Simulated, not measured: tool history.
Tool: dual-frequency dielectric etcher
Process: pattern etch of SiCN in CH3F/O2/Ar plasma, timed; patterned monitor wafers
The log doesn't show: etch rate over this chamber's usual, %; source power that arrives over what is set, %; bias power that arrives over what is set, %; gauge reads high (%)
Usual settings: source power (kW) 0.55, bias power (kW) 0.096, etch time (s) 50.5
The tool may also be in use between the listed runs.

| run | day | source power (kW) | bias power (kW) | etch time (s) | wafers since the last listed run | hours since the last wet clean | hours since the last source power generator calibration | hours since the last bias power generator calibration | hours since the last upper electrode change | hours since the gauge calibration | read-back reference wafer on the same gauge, depth_nm | mean etch depth across the wafer (angstrom) |
|---|---|---|---|---|---|---|---|---|---|---|---|---|
| 1 | 0 | 0.55 | 0.096 | 45 | 0 | 40 | 2360.7 | 2099.2 | 4470.8 | 218.7 | 20.2 | 183.2 |
| 2 | 1.442 | 0.55 | 0.104 | 50.5 | 597 | 74.6 | 2395.3 | 2133.8 | 4505.4 | 253.3 | 20.19 | 212.1 |
| 3 | 3.4 | 0.63 | 0.096 | 50.5 | 812 | 121.6 | 2442.3 | 2180.8 | 4552.4 | 300.3 | 20.2 | 220 |
| 4 | 5.912 | 0.63 | 0.096 | 50.5 | 1042 | 181.9 | 2502.6 | 2241.1 | 4612.7 | 360.6 | 20.17 | 220.3 |
| 5 | 7.825 | 0.63 | 0.096 | 50.5 | 793 | 227.8 | 2548.5 | 2287 | 4658.6 | 406.5 | 20.18 | 220.4 |
| 6 | 10.046 | 0.51 | 0.096 | 50.5 | 921 | 281.1 | 2601.8 | 2340.3 | 4711.9 | 459.8 | 20.23 | 197.5 |
| 7 | 11.508 | 0.51 | 0.096 | 50.5 | 606 | 316.2 | 2636.9 | 2375.4 | 4747 | 494.9 | 20.21 | 198.4 |
| 8 | 13.3 | 0.51 | 0.096 | 50.5 | 743 | 359.2 | 2679.9 | 2418.4 | 4790 | 537.9 | 20.19 | 197.6 |
| 9 | 15.654 | 0.55 | 0.096 | 40.5 | 976 | 415.7 | 2736.4 | 2474.9 | 4846.5 | 594.4 | 20.22 | 164.7 |
|  | 17.379 | wet clean of the chamber |
| 10 | 17.4 | 0.55 | 0.096 | 40.5 | 309 | 0.5 | 2778.3 | 2516.8 | 4888.4 | 636.3 | 20.21 | 164.3 |
| 11 | 18.138 | 0.55 | 0.096 | 40.5 | 305 | 18.2 | 2796 | 2534.5 | 4906.1 | 654 | 20.18 | 165.7 |
| 12 | 20.088 | 0.61 | 0.089 | 55 | 808 | 65 | 2842.8 | 2581.3 | 4952.9 | 700.8 | 20.22 | 229.4 |
| 13 | 21.858 | 0.44 | 0.079 | 39 | 734 | 107.5 | 2885.3 | 2623.8 | 4995.4 | 743.3 | 20.21 | 132.7 |
| 14 | 30.625 | 0.55 | 0.096 | 50.5 | 3636 | 317.9 | 3095.7 | 2834.2 | 5205.8 | 953.7 | 20.21 | 203.6 |
| 15 | 31.7 | 0.55 | 0.108 | 50.5 | 445 | 343.7 | 3121.5 | 2860 | 5231.6 | 979.5 | 20.21 | 211 |
|  | 32.325 | source power generator calibrated |
| 16 | 32.75 | 0.55 | 0.096 | 50.5 | 366 | 368.9 | 10.2 | 2885.2 | 5256.8 | 1004.7 | 20.21 | 201.8 |
|  | 34.321 | upper electrode replaced |
| 17 | 34.342 | 0.55 | 0.11 | 50.5 | 245 | 407.1 | 48.4 | 2923.4 | 0.5 | 1042.9 | 20.21 | 210 |
| 18 | 35.562 | 0.55 | 0.08 | 50.5 | 506 | 436.4 | 77.7 | 2952.7 | 29.8 | 1072.2 | 20.21 | 190.4 |
|  | 37.821 | wet clean of the chamber |
| 19 | 37.9 | 0.65 | 0.108 | 40 | 554 | 1.9 | 133.8 | 3008.8 | 85.9 | 1128.3 | 20.21 | 179.8 |
|  | 38.6 | bias power generator calibrated |
| 20 | 39.042 | 0.46 | 0.096 | 59 | 404 | 29.3 | 161.2 | 10.6 | 113.3 | 1155.7 | 20.21 | 215.4 |
|  | 41.704 | gauge calibrated |
| 21 | 41.838 | 0.55 | 0.096 | 62 | 1159 | 96.4 | 228.3 | 77.7 | 180.4 | 3.2 | 20.22 | 248 |
| 22 | 44.112 | 0.55 | 0.096 | 50.5 | 943 | 151 | 282.9 | 132.3 | 235 | 57.8 | 20.2 | 201.1 |
| 23 | 47.012 | 0.44 | 0.086 | 63.5 | 1202 | 220.6 | 352.5 | 201.9 | 304.6 | 127.4 | 20.21 | 218.8 |
|  | 49.683 | source power generator calibrated, repeated, since the last time left the tool worse |
| 24 | 49.912 | 0.55 | 0.08 | 50.5 | 1133 | 290.2 | 5.5 | 271.5 | 374.2 | 197 | 20.19 | 198.3 |
| 25 | 52.325 | 0.41 | 0.119 | 38.5 | 1000 | 348.1 | 63.4 | 329.4 | 432.1 | 254.9 | 20.21 | 146.2 |
|  | 60.783 | wet clean of the chamber |
| 26 | 60.871 | 0.55 | 0.111 | 50.5 | 3129 | 2.1 | 268.5 | 534.5 | 637.2 | 460 | 20.19 | 215.9 |
| 27 | 63.3 | 0.45 | 0.115 | 55 | 1007 | 60.4 | 326.8 | 592.8 | 695.5 | 518.3 | 20.2 | 216 |
| 28 | 64.65 | 0.55 | 0.096 | 50.5 | 559 | 92.8 | 359.2 | 625.2 | 727.9 | 550.7 | 20.21 | 207.7 |
| 29 | 66.179 | 0.42 | 0.102 | 41 | 634 | 129.5 | 395.9 | 661.9 | 764.6 | 587.4 | 20.2 | 150.3 |

Forecast each of these 4 alternatives for the next run:
| A | 66.196 | 0.43 | 0.096 | 50.5 | 6 | 129.9 | 396.3 | 662.3 | 765 | 587.8 | ? | ? |
| B | 66.196 | 0.61 | 0.112 | 44.5 | 6 | 129.9 | 396.3 | 662.3 | 765 | 587.8 | ? | ? |
| C | 66.196 | 0.55 | 0.096 | 58.5 | 6 | 129.9 | 396.3 | 662.3 | 765 | 587.8 | ? | ? |
| D | 66.196 | 0.51 | 0.104 | 45.5 | 6 | 129.9 | 396.3 | 662.3 | 765 | 587.8 | ? | ? |

| run | read-back reference wafer on the same gauge, depth_nm | mean etch depth across the wafer (angstrom) |
|---|---|---|
| A | 20.2 | 182.4 |
| B | 20.2 | 202.3 |
| C | 20.2 | 240.8 |
| D | 20.2 | 184.7 |
Without the tool's hidden state the same runs would have given:
| run | mean etch depth across the wafer (angstrom) |
|---|---|
| A | 182.8 |
| B | 202.7 |
| C | 241.3 |
| D | 185.1 |
